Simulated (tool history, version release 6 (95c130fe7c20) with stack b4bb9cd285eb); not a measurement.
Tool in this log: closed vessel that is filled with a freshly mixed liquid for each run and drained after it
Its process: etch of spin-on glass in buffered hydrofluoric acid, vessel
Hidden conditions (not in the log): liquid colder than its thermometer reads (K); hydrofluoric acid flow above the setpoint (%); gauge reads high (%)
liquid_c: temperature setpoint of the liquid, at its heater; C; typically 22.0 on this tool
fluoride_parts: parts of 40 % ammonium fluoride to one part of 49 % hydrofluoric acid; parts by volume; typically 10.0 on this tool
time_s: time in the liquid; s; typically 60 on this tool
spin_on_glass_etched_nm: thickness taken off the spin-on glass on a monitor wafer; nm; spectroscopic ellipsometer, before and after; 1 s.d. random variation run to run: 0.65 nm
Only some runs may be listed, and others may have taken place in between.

run	hour	liquid_c	fluoride_parts	time_s	wafers since the last listed run	hours since the thermometer was replaced	hours since the hydrofluoric acid flow meter was replaced	hours since the gauge calibration	read-back film thickness of the spin-on glass reference wafer, read on the same gauge (nm)	spin_on_glass_etched_nm
1	0.0	22.0	10.0	60	0	1188.2	1199.4	181.4	59.99	233.26
2	14.7	22.0	10.0	60	1587	1202.9	1214.1	196.1	59.97	233.79
3	30.6	22.0	10.0	60	1717	1218.8	1230.0	212.0	59.98	233.23
4	38.5	19.5	10.0	60	853	1226.7	1237.9	219.9	59.98	204.11
5	46.0	19.5	10.0	60	810	1234.2	1245.4	227.4	59.97	203.03
6	61.6	19.5	10.0	60	1684	1249.8	1261.0	243.0	59.98	203.61
7	75.5	22.0	10.0	60	1501	1263.7	1274.9	256.9	60.02	234.47
8	91.6	22.0	10.0	60	1738	1279.8	1291.0	273.0	59.98	234.88
9	98.4	22.0	10.0	60	734	1286.6	1297.8	279.8	60.02	234.04
10	108.1	22.0	10.0	60	1047	1296.3	1307.5	289.5	60.02	233.40
11	121.9	22.0	10.0	35	1490	1310.1	1321.3	303.3	60.04	137.15
12	132.1	22.0	10.0	35	1101	1320.3	1331.5	313.5	59.96	136.51
13	148.8	22.0	10.0	50	1803	1337.0	1348.2	330.2	59.99	195.76
14	164.8	22.0	10.0	60	1728	1353.0	1364.2	346.2	59.99	235.15
# hour 167.5: gauge calibrated
15	178.0	22.0	10.0	60	1425	1366.2	1377.4	10.5	60.02	235.37
16	195.4	18.5	11.0	60	1879	1383.6	1394.8	27.9	59.96	180.45
# hour 236.5: hydrofluoric acid flow meter replaced
17	244.5	20.5	8.0	40	5194	1432.7	8.0	77.0	59.97	160.54
18	260.4	19.5	10.0	60	1717	1448.6	23.9	92.9	60.03	186.81
19	271.2	25.0	10.0	60	1166	1459.4	34.7	103.7	60.00	255.32
20	287.0	24.0	11.5	45	1706	1475.2	50.5	119.5	59.94	157.77
21	304.5	22.0	10.0	60	1890	1492.7	68.0	137.0	60.01	214.76
# hour 328.7: thermometer replaced
22	355.4	22.0	6.5	60	5389	26.7	118.9	187.9	60.00	324.60
23	395.3	25.5	10.0	75	4309	66.6	158.8	227.8	59.96	327.68
24	416.2	27.0	10.0	60	2257	87.5	179.7	248.7	59.99	283.86

The next listed run, before its measurement:
25	425.5	22.0	10.0	60	1004	96.8	189.0	258.0	?	?

{"run 25": {"read-back film thickness of the spin-on glass reference wafer, read on the same gauge (nm)": 59.99, "spin_on_glass_etched_nm": 216.2}}
The same run, on a tool lacking any hidden state, would have yielded spin_on_glass_etched_nm 213.12 nm.
